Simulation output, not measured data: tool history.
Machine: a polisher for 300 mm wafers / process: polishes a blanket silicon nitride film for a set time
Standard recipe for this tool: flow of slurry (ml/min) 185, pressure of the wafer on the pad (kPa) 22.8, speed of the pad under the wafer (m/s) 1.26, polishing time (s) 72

run,hour,flow of slurry (ml/min),pressure of the wafer on the pad (kPa),speed of the pad under the wafer (m/s),polishing time (s),wafers since the last listed run,wafers polished on this pad,hours since the slurry nozzle was cleaned,hours since the head pressure was calibrated,"incoming thickness of the incoming film, nm",film removed (Å)
1,0.0,150,22.8,1.10,72,0,703,579.7,344.1,504.5,912
2,15.3,150,22.8,1.10,72,92,795,595.0,359.4,493.8,916
3,31.0,225,22.8,1.26,72,94,890,610.7,375.1,497.4,1125
4,37.3,185,22.8,1.26,72,38,928,617.0,381.4,500.2,1092
5,54.2,185,22.8,1.26,72,102,1030,633.9,398.3,508.4,1056
# hour 65.5: worn pad replaced by a new one
6,67.1,185,22.8,1.26,72,53,9,646.8,411.2,509.9,1077
7,83.2,185,28.3,1.26,72,97,107,662.9,427.3,496.6,1327
8,91.0,185,28.3,1.26,72,47,154,670.7,435.1,497.8,1326
9,106.7,185,22.8,1.26,72,94,249,686.4,450.8,500.9,1064
10,117.5,185,22.8,1.26,72,65,314,697.2,461.6,502.4,1030
11,129.6,185,22.8,1.26,72,73,387,709.3,473.7,495.9,1050
12,145.3,185,22.8,1.26,72,94,482,725.0,489.4,492.3,1037
13,157.9,185,22.8,1.26,72,76,558,737.6,502.0,500.8,1049
14,168.4,165,20.0,1.26,72,63,622,748.1,512.5,502.0,897
15,181.2,165,20.0,1.26,72,77,699,760.9,525.3,499.9,873
# hour 186.2: slurry nozzle cleaned
16,221.5,165,20.0,1.26,72,237,936,35.3,565.6,495.0,982
17,236.8,165,17.9,0.94,78,92,1029,50.6,580.9,501.3,762
18,245.3,185,22.8,1.04,84,51,1080,59.1,589.4,504.7,1164
# hour 275.4: head pressure recalibrated
19,276.8,240,15.9,1.00,72,178,1259,90.6,1.4,495.7,677
# hour 293.1: worn pad replaced by a new one
20,293.6,125,15.9,1.26,82,77,2,107.4,18.2,504.7,841
21,310.0,185,15.2,1.26,72,99,102,123.8,34.6,495.1,775
22,326.5,185,22.8,1.26,72,99,201,140.3,51.1,508.4,1157
23,340.8,165,20.0,1.26,72,86,288,154.6,65.4,496.5,960
24,352.8,185,28.3,1.26,72,72,360,166.6,77.4,496.4,1428
25,365.3,225,18.6,1.46,72,75,436,179.1,89.9,500.8,1080
26,382.1,125,22.8,1.26,92,101,537,195.9,106.7,499.9,1356
27,393.7,245,18.6,1.44,54,70,607,207.5,118.3,500.2,812
28,406.4,125,22.8,1.26,72,76,684,220.2,131.0,501.6,1061
29,415.0,185,19.3,1.26,72,51,736,228.8,139.6,497.2,991
30,424.0,145,22.8,1.26,54,54,791,237.8,148.6,500.0,831
31,441.7,185,27.6,1.52,84,106,898,255.5,166.3,499.2,1880
32,450.7,240,22.8,0.96,97,54,952,264.5,175.3,498.6,1287
33,468.6,185,26.9,1.08,86,108,1060,282.4,193.2,502.9,1410

Branching from run 33: 4 alternative next runs. What would each branch give?
A,469.0,185,22.8,1.08,72,2,1063,282.8,193.6,511.3,?
B,469.0,215,22.8,0.86,53,2,1063,282.8,193.6,511.3,?
C,469.0,185,17.9,1.06,88,2,1063,282.8,193.6,511.3,?
D,469.0,185,17.9,1.26,72,2,1063,282.8,193.6,511.3,?

run,film removed (Å)
A,1014
B,637
C,962
D,904
Had the tool no hidden state, the same runs would have come out as:
run,film removed (Å)
A,1025
B,643
C,973
D,914
